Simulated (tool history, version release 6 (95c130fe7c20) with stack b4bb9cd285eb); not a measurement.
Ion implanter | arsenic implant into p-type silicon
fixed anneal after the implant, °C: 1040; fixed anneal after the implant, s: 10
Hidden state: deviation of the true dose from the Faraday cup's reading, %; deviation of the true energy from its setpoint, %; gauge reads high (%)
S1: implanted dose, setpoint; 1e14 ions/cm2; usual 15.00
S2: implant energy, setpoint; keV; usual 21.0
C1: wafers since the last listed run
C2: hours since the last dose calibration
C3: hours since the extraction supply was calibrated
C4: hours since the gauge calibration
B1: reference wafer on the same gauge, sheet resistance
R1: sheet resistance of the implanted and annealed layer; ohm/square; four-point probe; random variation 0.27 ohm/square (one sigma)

run    hour     S1    S2    C1      C2      C3      C4     B1      R1
  1     0.0  15.00  17.0     0   110.1  3781.7   471.3  99.09  115.56
  2    63.2  15.00  22.5   778   173.3  3844.9   534.5  98.98  108.05
  3   170.5  15.00  22.5  1321   280.6  3952.2   641.8  98.96  107.40
  4   267.5  15.00  22.5  1194   377.6  4049.2   738.8  98.90  107.44
  5   354.2  11.62  21.0  1067   464.3  4135.9   825.5  98.97  122.82
  6   458.0  11.62  21.0  1278   568.1  4239.7   929.3  99.06  122.15
  7   522.2  15.00  21.0   790   632.3  4303.9   993.5  99.00  110.04
  8   563.0  15.00  21.0   502   673.1  4344.7  1034.3  98.91  110.29
  9   608.7  15.00  21.0   562   718.8  4390.4  1080.0  98.88  110.33
 10   715.8  15.00  23.5  1318   825.9  4497.5  1187.1  99.04  106.81
 11   797.4  15.00  23.5  1004   907.5  4579.1  1268.7  98.95  106.66
 12   868.9  15.00  23.5   880   979.0  4650.6  1340.2  98.88  106.85
 13   963.1  15.00  21.0  1159  1073.2  4744.8  1434.4  98.97  110.67
 14  1003.4  15.00  21.0   496  1113.5  4785.1  1474.7  98.92  110.14
 15  1084.8  15.00  22.5  1002  1194.9  4866.5  1556.1  98.97  108.31
 16  1121.9  18.94  27.0   456  1232.0  4903.6  1593.2  98.91   94.89
     1141.8  -- extraction supply calibrated
 17  1193.5  11.72  15.0   783  1303.6    51.7  1664.8  98.93  131.74
 18  1274.4  15.00  21.0   996  1384.5   132.6  1745.7  98.96  110.60
 19  1379.5  15.00  21.0  1294  1489.6   237.7  1850.8  98.92  111.09
 20  1468.0  13.12  26.5  1089  1578.1   326.2  1939.3  99.12  110.49
 21  1515.7  12.66  24.5   587  1625.8   373.9  1987.0  98.99  114.71
 22  1556.4  15.00  17.5   501  1666.5   414.6  2027.7  98.96  116.10
     1620.1  -- gauge calibrated
 23  1636.9  17.49  15.5   991  1747.0   495.1    16.8  98.83  114.26
     1708.1  -- Faraday cup replaced and dose calibrated
 24  1710.7  13.18  24.5   810     2.6   568.9    90.6  99.11  110.78
 25  1760.7  11.98  27.0   615    52.6   618.9   140.6  98.96  113.67
 26  1815.3  18.64  23.5   672   107.2   673.5   195.2  99.04   99.05
 27  1917.9  13.76  23.0  1263   209.8   776.1   297.8  99.02  110.59
 28  2233.2  15.00  21.0  3882   525.1  1091.4   613.1  99.04  109.73
 29  2283.0  13.77  15.0   613   574.9  1141.2   662.9  99.02  121.98

Forecast each of these 4 alternatives for the next run:
  A  2283.4  15.00  21.0   4  575.3  1141.6  663.3   ?   ?
  B  2283.4  12.24  15.0   4  575.3  1141.6  663.3   ?   ?
  C  2283.4  19.31  23.0   4  575.3  1141.6  663.3   ?   ?
  D  2283.4  17.23  19.0   4  575.3  1141.6  663.3   ?   ?

run     B1      R1
  A  99.04  109.29
  B  99.04  127.42
  C  99.04   98.49
  D  99.04  107.42
Without the tool's hidden state the same runs would have given:
run      R1
  A  109.03
  B  127.05
  C   98.32
  D  107.22
